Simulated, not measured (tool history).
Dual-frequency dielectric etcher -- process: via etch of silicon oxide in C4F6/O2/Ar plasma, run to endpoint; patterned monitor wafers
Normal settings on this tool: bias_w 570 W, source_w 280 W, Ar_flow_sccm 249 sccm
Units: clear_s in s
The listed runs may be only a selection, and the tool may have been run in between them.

run	day	bias_w	source_w	Ar_flow_sccm	wafers since the last listed run	hours since the last wet clean	hours since the last bias power generator calibration	hours since the last source power generator calibration	hours since the last Ar flow controller change	hours since the last upper electrode change	incoming incoming film thickness, nm	clear_s
1	0	570	280	224	0	471	2430.1	2081.9	3028.3	2866.3	164.3	39.6
# day 2.042: wet clean of the chamber
2	2.867	510	280	249	848	19.8	2498.9	2150.7	3097.1	2935.1	163.3	41.9
3	5.45	510	280	249	1174	81.8	2560.9	2212.7	3159.1	2997.1	162.7	41.7
4	6.912	668	280	249	664	116.9	2596	2247.8	3194.2	3032.2	162.4	37.3
5	8.388	570	280	249	670	152.3	2631.4	2283.2	3229.6	3067.6	163.7	40
6	9.862	570	280	249	670	187.7	2666.8	2318.6	3265	3103	163.8	40.2
7	12.683	570	280	267	1282	255.4	2734.5	2386.3	3332.7	3170.7	163.8	40.5
8	15.25	570	280	290	1166	317	2796.1	2447.9	3394.3	3232.3	163.6	40.8
# day 16.154: Ar flow controller replaced
# day 17.579: upper electrode replaced
9	17.875	662	250	208	625	380	2859.1	2510.9	41.3	7.1	163.7	38.6
10	20.217	570	280	291	1064	436.2	2915.3	2567.1	97.5	63.3	164.2	41
# day 21.558: wet clean of the chamber
11	23.108	570	350	308	860	37.2	2984.7	2636.5	166.9	132.7	164.9	37.9
# day 23.717: bias power generator calibrated
12	24.417	570	280	249	519	68.6	16.8	2667.9	198.3	164.1	163.9	39.6
# day 25.562: source power generator calibrated
13	26.721	531	280	249	971	123.9	72.1	27.8	253.6	219.4	163.1	41.6
14	28.058	570	280	249	608	156	104.2	59.9	285.7	251.5	163.1	40.4
15	29.35	499	280	249	587	187	135.2	90.9	316.7	282.5	162	42.3
16	30.562	570	280	249	551	216.1	164.3	120	345.8	311.6	165.8	40.9
17	32.921	698	320	216	1072	272.7	220.9	176.6	402.4	368.2	162.7	34.5
18	34.242	570	280	249	600	304.4	252.6	208.3	434.1	399.9	164.3	40.7
19	36.662	570	280	249	1100	362.5	310.7	266.4	492.2	458	164.2	40.8
20	39.238	466	210	219	1170	424.3	372.5	328.2	554	519.8	163.9	49
21	41.175	570	280	249	880	470.8	419	374.7	600.5	566.3	164.3	40.7
22	42.246	701	280	223	486	496.5	444.7	400.4	626.2	592	164.2	36.8
23	44.921	570	280	249	1216	560.7	508.9	464.6	690.4	656.2	163.5	40.7
# day 47.358: wet clean of the chamber
24	47.625	520	280	249	774	6.4	573.8	529.5	755.3	721.1	163.9	42
25	50.379	570	280	225	1252	72.5	639.9	595.6	821.4	787.2	165.1	40.5
26	53.15	482	220	208	1259	139	706.4	662.1	887.9	853.7	164.6	46.9
27	54.208	570	280	249	481	164.4	731.8	687.5	913.3	879.1	164.9	40.8
28	55.529	465	330	306	600	196.1	763.5	719.2	945	910.8	163.5	41.7

Each row is a separate what-if for the run after 28, all from the same tool condition, not one after another. Results?
A	55.546	436	280	249	7	196.5	763.9	719.6	945.4	911.2	163.1	?
B	55.546	494	310	223	7	196.5	763.9	719.6	945.4	911.2	163.1	?
C	55.546	570	280	276	7	196.5	763.9	719.6	945.4	911.2	163.1	?
D	55.546	570	280	223	7	196.5	763.9	719.6	945.4	911.2	163.1	?
E	55.546	698	250	197	7	196.5	763.9	719.6	945.4	911.2	163.1	?

run	clear_s
A	44.6
B	40.1
C	40.8
D	39.6
E	37.7
With no hidden state in the tool, these same runs would have given:
run	clear_s
A	44.6
B	40.1
C	40.7
D	39.6
E	37.7

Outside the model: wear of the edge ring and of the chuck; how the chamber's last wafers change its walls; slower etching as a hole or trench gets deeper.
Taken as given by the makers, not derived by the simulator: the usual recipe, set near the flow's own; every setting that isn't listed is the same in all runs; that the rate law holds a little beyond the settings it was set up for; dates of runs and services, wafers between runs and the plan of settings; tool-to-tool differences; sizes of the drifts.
